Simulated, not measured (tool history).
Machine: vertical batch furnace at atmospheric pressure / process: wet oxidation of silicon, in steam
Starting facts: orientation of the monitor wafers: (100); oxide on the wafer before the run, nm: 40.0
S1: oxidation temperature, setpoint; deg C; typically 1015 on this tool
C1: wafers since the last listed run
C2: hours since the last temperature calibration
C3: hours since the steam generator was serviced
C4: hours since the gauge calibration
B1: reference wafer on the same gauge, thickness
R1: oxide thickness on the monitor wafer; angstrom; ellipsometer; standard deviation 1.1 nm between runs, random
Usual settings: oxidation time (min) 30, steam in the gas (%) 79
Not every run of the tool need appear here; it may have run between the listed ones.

{"run": 1, "hour": 0.0, "S1": 1015, "oxidation time (min)": 30, "steam in the gas (%)": 82, "C1": 0, "C2": 1320.4, "C3": 1898.1, "C4": 186.5, "B1": 253.31, "R1": 2935.6}
{"run": 2, "hour": 67.2, "S1": 1015, "oxidation time (min)": 30, "steam in the gas (%)": 82, "C1": 1415, "C2": 1387.6, "C3": 1965.3, "C4": 253.7, "B1": 252.57, "R1": 2910.7}
{"run": 3, "hour": 115.7, "S1": 1015, "oxidation time (min)": 30, "steam in the gas (%)": 82, "C1": 1021, "C2": 1436.1, "C3": 2013.8, "C4": 302.2, "B1": 252.45, "R1": 2917}
{"run": 4, "hour": 163.9, "S1": 1015, "oxidation time (min)": 30, "steam in the gas (%)": 79, "C1": 1015, "C2": 1484.3, "C3": 2062, "C4": 350.4, "B1": 251.55, "R1": 2840.2}
{"run": 5, "hour": 217.2, "S1": 1015, "oxidation time (min)": 40.5, "steam in the gas (%)": 79, "C1": 1122, "C2": 1537.6, "C3": 2115.3, "C4": 403.7, "B1": 251.87, "R1": 3448.6}
{"run": 6, "hour": 245.6, "S1": 1015, "oxidation time (min)": 40.5, "steam in the gas (%)": 79, "C1": 598, "C2": 1566, "C3": 2143.7, "C4": 432.1, "B1": 251.21, "R1": 3437}
{"run": 7, "hour": 280.2, "S1": 1015, "oxidation time (min)": 33.5, "steam in the gas (%)": 79, "C1": 728, "C2": 1600.6, "C3": 2178.3, "C4": 466.7, "B1": 251.15, "R1": 3049.9}
{"run": 8, "hour": 312.1, "S1": 1015, "oxidation time (min)": 33.5, "steam in the gas (%)": 79, "C1": 672, "C2": 1632.5, "C3": 2210.2, "C4": 498.6, "B1": 250.59, "R1": 3015.9}
{"hour": 379.8, "done": "steam generator serviced"}
{"run": 9, "hour": 412.6, "S1": 1027, "oxidation time (min)": 36, "steam in the gas (%)": 67, "C1": 1611, "C2": 1733, "C3": 32.8, "C4": 599.1, "B1": 249.44, "R1": 3088.1}
{"hour": 438.4, "done": "gauge calibrated"}
{"run": 10, "hour": 450.7, "S1": 1015, "oxidation time (min)": 19, "steam in the gas (%)": 90, "C1": 802, "C2": 1771.1, "C3": 70.9, "C4": 12.3, "B1": 254.69, "R1": 2339}
{"run": 11, "hour": 483.1, "S1": 1015, "oxidation time (min)": 34.5, "steam in the gas (%)": 90, "C1": 682, "C2": 1803.5, "C3": 103.3, "C4": 44.7, "B1": 254.74, "R1": 3430.2}
{"run": 12, "hour": 538.9, "S1": 1005, "oxidation time (min)": 37, "steam in the gas (%)": 68, "C1": 1175, "C2": 1859.3, "C3": 159.1, "C4": 100.5, "B1": 254.62, "R1": 2776.7}
{"hour": 580.5, "done": "thermocouples replaced and temperature profile calibrated"}
{"run": 13, "hour": 581.0, "S1": 1015, "oxidation time (min)": 30, "steam in the gas (%)": 79, "C1": 381, "C2": 0.5, "C3": 201.2, "C4": 142.6, "B1": 253.74, "R1": 2861.9}
{"run": 14, "hour": 614.7, "S1": 1015, "oxidation time (min)": 36, "steam in the gas (%)": 87, "C1": 709, "C2": 34.2, "C3": 234.9, "C4": 176.3, "B1": 253.57, "R1": 3437.2}
{"run": 15, "hour": 657.3, "S1": 1015, "oxidation time (min)": 30, "steam in the gas (%)": 82, "C1": 897, "C2": 76.8, "C3": 277.5, "C4": 218.9, "B1": 252.96, "R1": 2927.6}
{"run": 16, "hour": 720.9, "S1": 1015, "oxidation time (min)": 42.5, "steam in the gas (%)": 87, "C1": 1339, "C2": 140.4, "C3": 341.1, "C4": 282.5, "B1": 252.98, "R1": 3764.6}
{"run": 17, "hour": 754.2, "S1": 1036, "oxidation time (min)": 21.5, "steam in the gas (%)": 79, "C1": 701, "C2": 173.7, "C3": 374.4, "C4": 315.8, "B1": 252.67, "R1": 2660.8}

Predict each of these 5 candidate next runs independently; none follows another, all start after run 17:
{"run": "A", "hour": 757.9, "S1": 1022, "oxidation time (min)": 30, "steam in the gas (%)": 79, "C1": 77, "C2": 177.4, "C3": 378.1, "C4": 319.5, "B1": "?", "R1": "?"}
{"run": "B", "hour": 757.9, "S1": 1033, "oxidation time (min)": 30, "steam in the gas (%)": 79, "C1": 77, "C2": 177.4, "C3": 378.1, "C4": 319.5, "B1": "?", "R1": "?"}
{"run": "C", "hour": 757.9, "S1": 992, "oxidation time (min)": 38.5, "steam in the gas (%)": 90, "C1": 77, "C2": 177.4, "C3": 378.1, "C4": 319.5, "B1": "?", "R1": "?"}
{"run": "D", "hour": 757.9, "S1": 1007, "oxidation time (min)": 20.5, "steam in the gas (%)": 70, "C1": 77, "C2": 177.4, "C3": 378.1, "C4": 319.5, "B1": "?", "R1": "?"}
{"run": "E", "hour": 757.9, "S1": 1015, "oxidation time (min)": 30, "steam in the gas (%)": 69, "C1": 77, "C2": 177.4, "C3": 378.1, "C4": 319.5, "B1": "?", "R1": "?"}

run=A B1=252.55 R1=2976.5
run=B B1=252.55 R1=3199.3
run=C B1=252.55 R1=3079.6
run=D B1=252.55 R1=1933.7
run=E B1=252.55 R1=2598.9
With no hidden state in the tool, these same runs would have given:
run=A R1=3006.8
run=B R1=3231.8
run=C R1=3110.9
run=D R1=1953.3
run=E R1=2625.3
